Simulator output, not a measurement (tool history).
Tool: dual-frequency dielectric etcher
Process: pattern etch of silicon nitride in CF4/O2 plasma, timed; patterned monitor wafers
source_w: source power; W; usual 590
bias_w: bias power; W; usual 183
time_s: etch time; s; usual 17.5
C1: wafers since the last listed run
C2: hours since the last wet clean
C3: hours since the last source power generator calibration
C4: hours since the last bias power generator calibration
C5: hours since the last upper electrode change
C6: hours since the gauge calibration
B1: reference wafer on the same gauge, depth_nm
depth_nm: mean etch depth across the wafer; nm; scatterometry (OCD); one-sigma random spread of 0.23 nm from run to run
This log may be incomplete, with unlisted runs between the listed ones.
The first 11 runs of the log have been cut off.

{"run": 12, "hour": 257.6, "source_w": 690, "bias_w": 183, "time_s": 17.5, "C1": 198, "C2": 91.9, "C3": 215.5, "C4": 2036.4, "C5": 4338.1, "C6": 338.9, "B1": 42.72, "depth_nm": 46.98}
{"hour": 288.9, "done": "upper electrode replaced"}
{"run": 13, "hour": 289.4, "source_w": 540, "bias_w": 207, "time_s": 13, "C1": 117, "C2": 123.7, "C3": 247.3, "C4": 2068.2, "C5": 0.5, "C6": 370.7, "B1": 42.79, "depth_nm": 28.1}
{"run": 14, "hour": 308.8, "source_w": 660, "bias_w": 163, "time_s": 19, "C1": 292, "C2": 143.1, "C3": 266.7, "C4": 2087.6, "C5": 19.9, "C6": 390.1, "B1": 42.83, "depth_nm": 46.61}
{"run": 15, "hour": 338.3, "source_w": 680, "bias_w": 183, "time_s": 17.5, "C1": 444, "C2": 172.6, "C3": 296.2, "C4": 2117.1, "C5": 49.4, "C6": 419.6, "B1": 42.88, "depth_nm": 45.92}
{"run": 16, "hour": 364.0, "source_w": 590, "bias_w": 183, "time_s": 17.5, "C1": 386, "C2": 198.3, "C3": 321.9, "C4": 2142.8, "C5": 75.1, "C6": 445.3, "B1": 42.67, "depth_nm": 39.88}
{"run": 17, "hour": 468.0, "source_w": 480, "bias_w": 211, "time_s": 17.5, "C1": 1565, "C2": 302.3, "C3": 425.9, "C4": 2246.8, "C5": 179.1, "C6": 549.3, "B1": 42.91, "depth_nm": 33.81}
{"run": 18, "hour": 495.9, "source_w": 680, "bias_w": 183, "time_s": 20.5, "C1": 420, "C2": 330.2, "C3": 453.8, "C4": 2274.7, "C5": 207, "C6": 577.2, "B1": 42.75, "depth_nm": 54.7}
{"run": 19, "hour": 531.3, "source_w": 730, "bias_w": 183, "time_s": 14, "C1": 533, "C2": 365.6, "C3": 489.2, "C4": 2310.1, "C5": 242.4, "C6": 612.6, "B1": 42.86, "depth_nm": 40.25}
{"hour": 544.2, "done": "bias power generator calibrated"}
{"run": 20, "hour": 550.9, "source_w": 470, "bias_w": 154, "time_s": 14.5, "C1": 234, "C2": 385.2, "C3": 508.8, "C4": 6.7, "C5": 262, "C6": 632.2, "B1": 42.9, "depth_nm": 24.94}
{"hour": 555.8, "done": "gauge calibrated"}
{"run": 21, "hour": 566.4, "source_w": 590, "bias_w": 183, "time_s": 15.5, "C1": 233, "C2": 400.7, "C3": 524.3, "C4": 22.2, "C5": 277.5, "C6": 10.6, "B1": 42.77, "depth_nm": 36.01}
{"run": 22, "hour": 583.2, "source_w": 440, "bias_w": 216, "time_s": 19, "C1": 252, "C2": 417.5, "C3": 541.1, "C4": 39, "C5": 294.3, "C6": 27.4, "B1": 42.74, "depth_nm": 34.31}
{"run": 23, "hour": 616.5, "source_w": 640, "bias_w": 158, "time_s": 17.5, "C1": 501, "C2": 450.8, "C3": 574.4, "C4": 72.3, "C5": 327.6, "C6": 60.7, "B1": 42.7, "depth_nm": 42.05}
{"run": 24, "hour": 645.8, "source_w": 640, "bias_w": 155, "time_s": 20.5, "C1": 441, "C2": 480.1, "C3": 603.7, "C4": 101.6, "C5": 356.9, "C6": 90, "B1": 42.89, "depth_nm": 49.3}
{"run": 25, "hour": 658.2, "source_w": 590, "bias_w": 152, "time_s": 17.5, "C1": 186, "C2": 492.5, "C3": 616.1, "C4": 114, "C5": 369.3, "C6": 102.4, "B1": 42.88, "depth_nm": 38.58}
{"hour": 708.0, "done": "wet clean of the chamber"}
{"run": 26, "hour": 708.5, "source_w": 490, "bias_w": 150, "time_s": 17.5, "C1": 395, "C2": 0.5, "C3": 666.4, "C4": 164.3, "C5": 419.6, "C6": 152.7, "B1": 42.84, "depth_nm": 30.17}
{"run": 27, "hour": 758.0, "source_w": 590, "bias_w": 211, "time_s": 17.5, "C1": 745, "C2": 50, "C3": 715.9, "C4": 213.8, "C5": 469.1, "C6": 202.2, "B1": 42.92, "depth_nm": 41.87}
{"run": 28, "hour": 777.9, "source_w": 700, "bias_w": 164, "time_s": 17.5, "C1": 299, "C2": 69.9, "C3": 735.8, "C4": 233.7, "C5": 489, "C6": 222.1, "B1": 42.79, "depth_nm": 45.28}
{"run": 29, "hour": 803.4, "source_w": 590, "bias_w": 154, "time_s": 17.5, "C1": 383, "C2": 95.4, "C3": 761.3, "C4": 259.2, "C5": 514.5, "C6": 247.6, "B1": 42.81, "depth_nm": 37.46}
{"run": 30, "hour": 838.3, "source_w": 550, "bias_w": 183, "time_s": 17.5, "C1": 525, "C2": 130.3, "C3": 796.2, "C4": 294.1, "C5": 549.4, "C6": 282.5, "B1": 42.88, "depth_nm": 37.29}

Consider 4 possible next runs. They are alternatives, not a sequence: every one starts from the tool as it was left by run 30. What does each give?
{"run": "A", "hour": 838.7, "source_w": 590, "bias_w": 210, "time_s": 17.5, "C1": 6, "C2": 130.7, "C3": 796.6, "C4": 294.5, "C5": 549.8, "C6": 282.9, "B1": "?", "depth_nm": "?"}
{"run": "B", "hour": 838.7, "source_w": 590, "bias_w": 183, "time_s": 16, "C1": 6, "C2": 130.7, "C3": 796.6, "C4": 294.5, "C5": 549.8, "C6": 282.9, "B1": "?", "depth_nm": "?"}
{"run": "C", "hour": 838.7, "source_w": 630, "bias_w": 183, "time_s": 17.5, "C1": 6, "C2": 130.7, "C3": 796.6, "C4": 294.5, "C5": 549.8, "C6": 282.9, "B1": "?", "depth_nm": "?"}
{"run": "D", "hour": 838.7, "source_w": 500, "bias_w": 196, "time_s": 20.5, "C1": 6, "C2": 130.7, "C3": 796.6, "C4": 294.5, "C5": 549.8, "C6": 282.9, "B1": "?", "depth_nm": "?"}

run=A B1=42.79 depth_nm=42.01
run=B B1=42.79 depth_nm=36.55
run=C B1=42.79 depth_nm=42.8
run=D B1=42.79 depth_nm=40.26
Stripped of hidden state, with their random variation kept, the same runs would have yielded:
run=A depth_nm=41.42
run=B depth_nm=36.05
run=C depth_nm=42.21
run=D depth_nm=39.7

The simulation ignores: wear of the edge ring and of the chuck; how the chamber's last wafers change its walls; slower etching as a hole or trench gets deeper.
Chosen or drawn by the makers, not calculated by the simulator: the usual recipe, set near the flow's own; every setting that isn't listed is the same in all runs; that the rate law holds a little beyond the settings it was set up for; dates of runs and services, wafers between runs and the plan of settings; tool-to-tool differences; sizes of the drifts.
